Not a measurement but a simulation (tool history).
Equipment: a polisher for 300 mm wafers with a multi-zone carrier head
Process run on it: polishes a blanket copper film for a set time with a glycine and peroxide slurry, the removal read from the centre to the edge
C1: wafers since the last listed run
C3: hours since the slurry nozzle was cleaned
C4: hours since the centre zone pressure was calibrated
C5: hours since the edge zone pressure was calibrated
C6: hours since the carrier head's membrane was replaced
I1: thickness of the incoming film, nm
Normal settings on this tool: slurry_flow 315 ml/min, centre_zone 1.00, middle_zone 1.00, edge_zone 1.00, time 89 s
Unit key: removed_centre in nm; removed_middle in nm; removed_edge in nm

{"run": 1, "day": 0.0, "slurry_flow": 315, "centre_zone": 0.95, "middle_zone": 1.0, "edge_zone": 0.9, "time": 89, "C1": 0, "wafers polished on this pad": 557, "C3": 117.7, "C4": 1120.6, "C5": 118.4, "C6": 97.3, "I1": 1410.3, "removed_centre": 335.0, "removed_middle": 336.5, "removed_edge": 321.7}
{"run": 2, "day": 0.454, "slurry_flow": 315, "centre_zone": 1.08, "middle_zone": 1.07, "edge_zone": 1.11, "time": 113, "C1": 74, "wafers polished on this pad": 632, "C3": 128.6, "C4": 1131.5, "C5": 129.3, "C6": 108.2, "I1": 1420.5, "removed_centre": 479.7, "removed_middle": 439.6, "removed_edge": 450.1}
{"run": 3, "day": 1.071, "slurry_flow": 315, "centre_zone": 1.0, "middle_zone": 1.0, "edge_zone": 1.0, "time": 89, "C1": 101, "wafers polished on this pad": 733, "C3": 143.4, "C4": 1146.3, "C5": 144.1, "C6": 123.0, "I1": 1426.1, "removed_centre": 361.0, "removed_middle": 337.9, "removed_edge": 331.5}
{"run": 4, "day": 1.329, "slurry_flow": 420, "centre_zone": 1.03, "middle_zone": 1.0, "edge_zone": 1.0, "time": 118, "C1": 42, "wafers polished on this pad": 776, "C3": 149.6, "C4": 1152.5, "C5": 150.3, "C6": 129.2, "I1": 1417.6, "removed_centre": 481.9, "removed_middle": 455.7, "removed_edge": 449.6}
{"run": 5, "day": 1.8, "slurry_flow": 315, "centre_zone": 1.0, "middle_zone": 0.88, "edge_zone": 1.0, "time": 73, "C1": 77, "wafers polished on this pad": 854, "C3": 160.9, "C4": 1163.8, "C5": 161.6, "C6": 140.5, "I1": 1405.2, "removed_centre": 288.3, "removed_middle": 251.8, "removed_edge": 272.5}
{"run": 6, "day": 2.279, "slurry_flow": 315, "centre_zone": 1.0, "middle_zone": 1.0, "edge_zone": 1.0, "time": 89, "C1": 78, "wafers polished on this pad": 933, "C3": 172.4, "C4": 1175.3, "C5": 173.1, "C6": 152.0, "I1": 1425.5, "removed_centre": 348.7, "removed_middle": 335.5, "removed_edge": 331.1}
{"run": 7, "day": 2.629, "slurry_flow": 315, "centre_zone": 1.0, "middle_zone": 0.95, "edge_zone": 1.0, "time": 117, "C1": 57, "wafers polished on this pad": 990, "C3": 180.8, "C4": 1183.7, "C5": 181.5, "C6": 160.4, "I1": 1416.0, "removed_centre": 460.6, "removed_middle": 422.3, "removed_edge": 434.7}
{"day": 2.9, "done": "centre zone pressure recalibrated"}
{"run": 8, "day": 2.979, "slurry_flow": 315, "centre_zone": 0.92, "middle_zone": 1.0, "edge_zone": 1.0, "time": 89, "C1": 43, "wafers polished on this pad": 1034, "C3": 189.2, "C4": 1.9, "C5": 189.9, "C6": 168.8, "I1": 1420.8, "removed_centre": 318.5, "removed_middle": 332.1, "removed_edge": 324.5}
{"run": 9, "day": 3.292, "slurry_flow": 315, "centre_zone": 0.93, "middle_zone": 1.0, "edge_zone": 1.0, "time": 89, "C1": 51, "wafers polished on this pad": 1086, "C3": 196.7, "C4": 9.4, "C5": 197.4, "C6": 176.3, "I1": 1427.7, "removed_centre": 320.6, "removed_middle": 333.3, "removed_edge": 333.1}
{"run": 10, "day": 3.779, "slurry_flow": 315, "centre_zone": 1.0, "middle_zone": 0.9, "edge_zone": 1.0, "time": 89, "C1": 80, "wafers polished on this pad": 1166, "C3": 208.4, "C4": 21.1, "C5": 209.1, "C6": 188.0, "I1": 1394.0, "removed_centre": 350.5, "removed_middle": 302.4, "removed_edge": 329.9}
{"run": 11, "day": 4.229, "slurry_flow": 315, "centre_zone": 1.05, "middle_zone": 0.91, "edge_zone": 0.91, "time": 116, "C1": 74, "wafers polished on this pad": 1240, "C3": 219.2, "C4": 31.9, "C5": 219.9, "C6": 198.8, "I1": 1419.0, "removed_centre": 471.5, "removed_middle": 394.9, "removed_edge": 411.6}
{"run": 12, "day": 4.479, "slurry_flow": 375, "centre_zone": 1.0, "middle_zone": 1.05, "edge_zone": 1.0, "time": 89, "C1": 41, "wafers polished on this pad": 1281, "C3": 225.2, "C4": 37.9, "C5": 225.9, "C6": 204.8, "I1": 1420.2, "removed_centre": 357.2, "removed_middle": 349.5, "removed_edge": 330.8}
{"run": 13, "day": 4.975, "slurry_flow": 360, "centre_zone": 1.0, "middle_zone": 1.0, "edge_zone": 0.95, "time": 89, "C1": 81, "wafers polished on this pad": 1363, "C3": 237.1, "C4": 49.8, "C5": 237.8, "C6": 216.7, "I1": 1418.3, "removed_centre": 347.3, "removed_middle": 328.9, "removed_edge": 319.7}
{"run": 14, "day": 5.546, "slurry_flow": 350, "centre_zone": 0.97, "middle_zone": 0.96, "edge_zone": 0.9, "time": 89, "C1": 94, "wafers polished on this pad": 1457, "C3": 250.8, "C4": 63.5, "C5": 251.5, "C6": 230.4, "I1": 1445.2, "removed_centre": 340.4, "removed_middle": 327.6, "removed_edge": 311.6}
{"day": 6.038, "done": "worn pad replaced by a new one"}
{"run": 15, "day": 6.058, "slurry_flow": 315, "centre_zone": 1.0, "middle_zone": 1.0, "edge_zone": 1.07, "time": 73, "C1": 56, "wafers polished on this pad": 3, "C3": 263.1, "C4": 75.8, "C5": 263.8, "C6": 242.7, "I1": 1407.5, "removed_centre": 312.5, "removed_middle": 301.1, "removed_edge": 307.5}
{"run": 16, "day": 6.188, "slurry_flow": 315, "centre_zone": 1.08, "middle_zone": 1.0, "edge_zone": 1.0, "time": 89, "C1": 21, "wafers polished on this pad": 24, "C3": 266.2, "C4": 78.9, "C5": 266.9, "C6": 245.8, "I1": 1410.0, "removed_centre": 409.2, "removed_middle": 362.7, "removed_edge": 366.8}
{"run": 17, "day": 6.912, "slurry_flow": 315, "centre_zone": 1.0, "middle_zone": 1.0, "edge_zone": 1.0, "time": 97, "C1": 119, "wafers polished on this pad": 143, "C3": 283.6, "C4": 96.3, "C5": 284.3, "C6": 263.2, "I1": 1416.5, "removed_centre": 405.5, "removed_middle": 382.1, "removed_edge": 383.7}
{"run": 18, "day": 7.308, "slurry_flow": 315, "centre_zone": 0.95, "middle_zone": 1.0, "edge_zone": 1.07, "time": 89, "C1": 65, "wafers polished on this pad": 209, "C3": 293.1, "C4": 105.8, "C5": 293.8, "C6": 272.7, "I1": 1434.2, "removed_centre": 347.2, "removed_middle": 340.5, "removed_edge": 365.1}
{"run": 19, "day": 7.596, "slurry_flow": 315, "centre_zone": 0.9, "middle_zone": 0.92, "edge_zone": 1.06, "time": 101, "C1": 47, "wafers polished on this pad": 256, "C3": 300.0, "C4": 112.7, "C5": 300.7, "C6": 279.6, "I1": 1420.1, "removed_centre": 366.5, "removed_middle": 379.0, "removed_edge": 398.3}
{"run": 20, "day": 7.975, "slurry_flow": 315, "centre_zone": 1.0, "middle_zone": 1.0, "edge_zone": 1.0, "time": 89, "C1": 62, "wafers polished on this pad": 319, "C3": 309.1, "C4": 121.8, "C5": 309.8, "C6": 288.7, "I1": 1432.5, "removed_centre": 359.2, "removed_middle": 339.9, "removed_edge": 337.6}
{"run": 21, "day": 8.371, "slurry_flow": 315, "centre_zone": 1.0, "middle_zone": 0.9, "edge_zone": 0.96, "time": 89, "C1": 65, "wafers polished on this pad": 384, "C3": 318.6, "C4": 131.3, "C5": 319.3, "C6": 298.2, "I1": 1440.1, "removed_centre": 357.0, "removed_middle": 317.0, "removed_edge": 331.5}
{"run": 22, "day": 8.917, "slurry_flow": 315, "centre_zone": 1.0, "middle_zone": 1.0, "edge_zone": 1.0, "time": 89, "C1": 89, "wafers polished on this pad": 474, "C3": 331.7, "C4": 144.4, "C5": 332.4, "C6": 311.3, "I1": 1410.8, "removed_centre": 358.4, "removed_middle": 330.4, "removed_edge": 340.5}
{"run": 23, "day": 9.65, "slurry_flow": 365, "centre_zone": 1.0, "middle_zone": 0.88, "edge_zone": 0.94, "time": 89, "C1": 120, "wafers polished on this pad": 595, "C3": 349.3, "C4": 162.0, "C5": 350.0, "C6": 328.9, "I1": 1439.0, "removed_centre": 359.5, "removed_middle": 320.5, "removed_edge": 334.6}

A few steps of removed_centre between consecutive runs. Split each: what settings, incoming material and random variation would produce without the hidden state, and what is left over for the hidden state, along with gauge scatter present in only one of the two compared results (measured, and without hidden state):
Hidden conditions of the tool in this case: removal rate lost through wear of the pad, %; slurry flow missing at the pad, %; deviation of the centre zone's pressure from its setpoint, %; deviation of the edge zone's pressure from its setpoint, %.
Run 1 -> 2: centre_zone 0.95 -> 1.08, middle_zone 1.00 -> 1.07, edge_zone 0.90 -> 1.11, time 89 -> 113. removed_centre +144.7 nm: hidden state -12.7, all else +157.4.
Run 4 -> 5: slurry_flow 420 -> 315, centre_zone 1.03 -> 1.00, middle_zone 1.00 -> 0.88, time 118 -> 73. removed_centre -193.6 nm: hidden state +15.2, all else -208.8.
Run 14 -> 15: slurry_flow 350 -> 315, centre_zone 0.97 -> 1.00, middle_zone 0.96 -> 1.00, edge_zone 0.90 -> 1.07, time 89 -> 73, worn pad replaced by a new one. removed_centre -27.9 nm: hidden state +33.9, all else -61.8.
